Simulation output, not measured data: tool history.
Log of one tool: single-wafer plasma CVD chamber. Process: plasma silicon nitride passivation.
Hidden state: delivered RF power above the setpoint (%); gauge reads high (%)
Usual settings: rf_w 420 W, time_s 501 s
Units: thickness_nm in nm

run,hour,rf_w,time_s,wafers since the last listed run,hours since the last RF generator calibration,hours since the showerhead was replaced,hours since the gauge calibration,"read-back reference wafer on the same gauge, thickness_nm",thickness_nm
1,0,420,501,0,1427.8,4872.5,87.7,660.243,675.947
2,39,420,501,163,1466.8,4911.5,126.7,659.885,675.787
3,46.3,420,501,30,1474.1,4918.8,134,660.089,674.75
4,58.6,360,501,51,1486.4,4931.1,146.3,659.838,646.253
5,72.9,360,501,60,1500.7,4945.4,160.6,659.736,645.675
6,90,420,436,71,1517.8,4962.5,177.7,659.782,585.361
7,107.6,420,436,73,1535.4,4980.1,195.3,660.181,584.329
8,116.9,420,436,39,1544.7,4989.4,204.6,659.886,584.497
9,125.4,420,501,35,1553.2,4997.9,213.1,659.984,672.504
10,138.1,420,501,53,1565.9,5010.6,225.8,660.26,672.936
11,152.7,420,501,61,1580.5,5025.2,240.4,659.916,671.54
12,161.1,355,501,35,1588.9,5033.6,248.8,660.129,641.202
# hour 184: showerhead replaced
# hour 190.8: RF generator calibrated
13,191.3,420,501,64,0.5,7.3,279,660.266,686.753
14,195.5,420,501,17,4.7,11.5,283.2,660.349,688.114
15,208.7,420,501,55,17.9,24.7,296.4,660.245,689.326
16,216,420,501,30,25.2,32,303.7,659.878,689.273
17,230.1,420,501,59,39.3,46.1,317.8,660.158,687.613
18,239.4,420,501,39,48.6,55.4,327.1,659.773,688.599
19,251.2,485,536,49,60.4,67.2,338.9,660.025,764.404
20,261.1,375,528,41,70.3,77.1,348.8,659.801,703.899
21,278.9,340,501,74,88.1,94.9,366.6,660.111,648.898
22,296.6,485,430,74,105.8,112.6,384.3,659.835,615.597
23,307.8,390,427,47,117,123.8,395.5,660.169,574.689

Run 24 comes next. What will it give?
24,319.6,420,441,49,128.8,135.6,407.3,?,?

read-back reference wafer on the same gauge, thickness_nm: 659.853
thickness_nm: 605.926 nm
Without the tool's hidden state the same run would have given thickness_nm 606.516 nm.
